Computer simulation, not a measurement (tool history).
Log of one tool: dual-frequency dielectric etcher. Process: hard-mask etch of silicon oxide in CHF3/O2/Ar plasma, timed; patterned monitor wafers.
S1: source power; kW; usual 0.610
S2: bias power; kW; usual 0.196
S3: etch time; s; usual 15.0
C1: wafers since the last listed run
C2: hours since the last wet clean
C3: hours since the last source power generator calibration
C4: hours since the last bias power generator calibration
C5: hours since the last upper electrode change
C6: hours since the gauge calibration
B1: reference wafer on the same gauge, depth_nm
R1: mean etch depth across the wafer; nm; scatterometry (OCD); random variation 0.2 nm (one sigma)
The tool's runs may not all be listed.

{"run": 1, "day": 0.0, "S1": 0.61, "S2": 0.196, "S3": 15.0, "C1": 0, "C2": 36.8, "C3": 2364.4, "C4": 2298.7, "C5": 3010.4, "C6": 348.9, "B1": 25.51, "R1": 30.89}
{"run": 2, "day": 2.75, "S1": 0.61, "S2": 0.196, "S3": 15.0, "C1": 1217, "C2": 102.8, "C3": 2430.4, "C4": 2364.7, "C5": 3076.4, "C6": 414.9, "B1": 25.58, "R1": 30.65}
{"run": 3, "day": 3.862, "S1": 0.61, "S2": 0.196, "S3": 18.0, "C1": 492, "C2": 129.5, "C3": 2457.1, "C4": 2391.4, "C5": 3103.1, "C6": 441.6, "B1": 25.52, "R1": 37.11}
{"run": 4, "day": 5.65, "S1": 0.61, "S2": 0.179, "S3": 15.0, "C1": 791, "C2": 172.4, "C3": 2500.0, "C4": 2434.3, "C5": 3146.0, "C6": 484.5, "B1": 25.5, "R1": 30.05}
{"run": 5, "day": 8.396, "S1": 0.61, "S2": 0.179, "S3": 15.0, "C1": 1215, "C2": 238.3, "C3": 2565.9, "C4": 2500.2, "C5": 3211.9, "C6": 550.4, "B1": 25.47, "R1": 29.65}
{"run": 6, "day": 10.358, "S1": 0.61, "S2": 0.179, "S3": 15.0, "C1": 868, "C2": 285.4, "C3": 2613.0, "C4": 2547.3, "C5": 3259.0, "C6": 597.5, "B1": 25.53, "R1": 30.37}
{"run": 7, "day": 13.1, "S1": 0.61, "S2": 0.196, "S3": 15.0, "C1": 1213, "C2": 351.2, "C3": 2678.8, "C4": 2613.1, "C5": 3324.8, "C6": 663.3, "B1": 25.46, "R1": 30.92}
{"run": 8, "day": 15.8, "S1": 0.67, "S2": 0.196, "S3": 16.0, "C1": 1195, "C2": 416.0, "C3": 2743.6, "C4": 2677.9, "C5": 3389.6, "C6": 728.1, "B1": 25.47, "R1": 35.05}
{"day": 16.921, "done": "wet clean of the chamber"}
{"run": 9, "day": 18.258, "S1": 0.67, "S2": 0.196, "S3": 16.0, "C1": 645, "C2": 32.1, "C3": 2802.6, "C4": 2736.9, "C5": 3448.6, "C6": 787.1, "B1": 25.5, "R1": 35.59}
{"run": 10, "day": 20.733, "S1": 0.54, "S2": 0.196, "S3": 18.5, "C1": 1095, "C2": 91.5, "C3": 2862.0, "C4": 2796.3, "C5": 3508.0, "C6": 846.5, "B1": 25.49, "R1": 37.51}
{"day": 23.258, "done": "upper electrode replaced"}
{"run": 11, "day": 23.542, "S1": 0.67, "S2": 0.196, "S3": 17.5, "C1": 800, "C2": 158.9, "C3": 2929.4, "C4": 2863.7, "C5": 6.8, "C6": 913.9, "B1": 25.59, "R1": 39.26}
{"run": 12, "day": 26.262, "S1": 0.67, "S2": 0.196, "S3": 16.0, "C1": 1204, "C2": 224.2, "C3": 2994.7, "C4": 2929.0, "C5": 72.1, "C6": 979.2, "B1": 25.48, "R1": 35.93}
{"run": 13, "day": 28.067, "S1": 0.55, "S2": 0.196, "S3": 19.0, "C1": 798, "C2": 267.5, "C3": 3038.0, "C4": 2972.3, "C5": 115.4, "C6": 1022.5, "B1": 25.51, "R1": 39.41}
{"day": 28.988, "done": "bias power generator calibrated"}
{"run": 14, "day": 31.979, "S1": 0.61, "S2": 0.164, "S3": 16.5, "C1": 1658, "C2": 361.4, "C3": 3131.9, "C4": 71.8, "C5": 209.3, "C6": 1116.4, "B1": 25.46, "R1": 33.3}
{"day": 32.7, "done": "gauge calibrated"}
{"run": 15, "day": 34.046, "S1": 0.48, "S2": 0.196, "S3": 12.0, "C1": 915, "C2": 411.0, "C3": 3181.5, "C4": 121.4, "C5": 258.9, "C6": 32.3, "B1": 25.48, "R1": 23.51}
{"day": 35.25, "done": "wet clean of the chamber, repeated, since the last time left the tool worse"}
{"run": 16, "day": 35.812, "S1": 0.61, "S2": 0.196, "S3": 15.0, "C1": 339, "C2": 13.5, "C3": 3223.9, "C4": 163.8, "C5": 301.3, "C6": 74.7, "B1": 25.55, "R1": 31.0}
{"run": 17, "day": 38.254, "S1": 0.51, "S2": 0.196, "S3": 16.5, "C1": 1081, "C2": 72.1, "C3": 3282.5, "C4": 222.4, "C5": 359.9, "C6": 133.3, "B1": 25.52, "R1": 31.24}
{"run": 18, "day": 39.912, "S1": 0.61, "S2": 0.196, "S3": 16.5, "C1": 734, "C2": 111.9, "C3": 3322.3, "C4": 262.2, "C5": 399.7, "C6": 173.1, "B1": 25.48, "R1": 34.39}
{"run": 19, "day": 41.254, "S1": 0.61, "S2": 0.196, "S3": 15.0, "C1": 594, "C2": 144.1, "C3": 3354.5, "C4": 294.4, "C5": 431.9, "C6": 205.3, "B1": 25.56, "R1": 31.3}
{"run": 20, "day": 43.171, "S1": 0.68, "S2": 0.233, "S3": 12.5, "C1": 848, "C2": 190.1, "C3": 3400.5, "C4": 340.4, "C5": 477.9, "C6": 251.3, "B1": 25.52, "R1": 29.27}
{"day": 45.067, "done": "source power generator calibrated"}
{"run": 21, "day": 46.079, "S1": 0.61, "S2": 0.196, "S3": 15.0, "C1": 1213, "C2": 259.9, "C3": 24.3, "C4": 410.2, "C5": 547.7, "C6": 321.1, "B1": 25.5, "R1": 31.12}
{"run": 22, "day": 47.529, "S1": 0.56, "S2": 0.196, "S3": 15.0, "C1": 642, "C2": 294.7, "C3": 59.1, "C4": 445.0, "C5": 582.5, "C6": 355.9, "B1": 25.52, "R1": 30.04}
{"run": 23, "day": 50.233, "S1": 0.52, "S2": 0.235, "S3": 17.5, "C1": 1197, "C2": 359.6, "C3": 124.0, "C4": 509.9, "C5": 647.4, "C6": 420.8, "B1": 25.45, "R1": 36.64}
{"run": 24, "day": 53.117, "S1": 0.61, "S2": 0.196, "S3": 15.0, "C1": 1276, "C2": 428.8, "C3": 193.2, "C4": 579.1, "C5": 716.6, "C6": 490.0, "B1": 25.49, "R1": 31.43}
{"day": 55.267, "done": "wet clean of the chamber"}
{"run": 25, "day": 55.288, "S1": 0.76, "S2": 0.196, "S3": 16.0, "C1": 518, "C2": 0.5, "C3": 245.3, "C4": 631.2, "C5": 768.7, "C6": 542.1, "B1": 25.47, "R1": 36.02}
{"run": 26, "day": 59.917, "S1": 0.61, "S2": 0.196, "S3": 15.0, "C1": 2049, "C2": 111.6, "C3": 356.4, "C4": 742.3, "C5": 879.8, "C6": 653.2, "B1": 25.52, "R1": 30.93}
{"run": 27, "day": 61.479, "S1": 0.69, "S2": 0.153, "S3": 13.0, "C1": 691, "C2": 149.1, "C3": 393.9, "C4": 779.8, "C5": 917.3, "C6": 690.7, "B1": 25.54, "R1": 25.73}
{"run": 28, "day": 62.692, "S1": 0.61, "S2": 0.196, "S3": 17.5, "C1": 536, "C2": 178.2, "C3": 423.0, "C4": 808.9, "C5": 946.4, "C6": 719.8, "B1": 25.53, "R1": 36.09}

How the hidden state differs across the entries between the runs, from the last listed run before each to the first after it:
Between runs 8 and 9: wet clean of the chamber (day 16.921)
  etch rate over this chamber's usual, %: 2.16 -> 4.72
  measured less the result without the state, R1: +0.74 -> +1.60 nm
Between runs 10 and 11: upper electrode replaced (day 23.258)
  etch rate over this chamber's usual, %: 5.04 -> 5.4
  measured less the result without the state, R1: +1.80 -> +2.01 nm
Between runs 13 and 14: bias power generator calibrated (day 28.988)
  etch rate over this chamber's usual, %: 5.98 -> 6.49
  measured less the result without the state, R1: +2.23 -> +2.03 nm
Between runs 14 and 15: gauge calibrated (day 32.700)
  etch rate over this chamber's usual, %: 6.49 -> 6.75
  measured less the result without the state, R1: +2.03 -> +1.49 nm
Between runs 15 and 16: wet clean of the chamber, repeated, since the last time left the tool worse (day 35.250)
  etch rate over this chamber's usual, %: 6.75 -> 0.245
  measured less the result without the state, R1: +1.49 -> +0.08 nm
Between runs 20 and 21: source power generator calibrated (day 45.067)
  etch rate over this chamber's usual, %: 1.19 -> 1.57
  measured less the result without the state, R1: +0.35 -> +0.49 nm
Between runs 24 and 25: wet clean of the chamber (day 55.267)
  etch rate over this chamber's usual, %: 2.48 -> 0.456
  measured less the result without the state, R1: +0.76 -> +0.16 nm

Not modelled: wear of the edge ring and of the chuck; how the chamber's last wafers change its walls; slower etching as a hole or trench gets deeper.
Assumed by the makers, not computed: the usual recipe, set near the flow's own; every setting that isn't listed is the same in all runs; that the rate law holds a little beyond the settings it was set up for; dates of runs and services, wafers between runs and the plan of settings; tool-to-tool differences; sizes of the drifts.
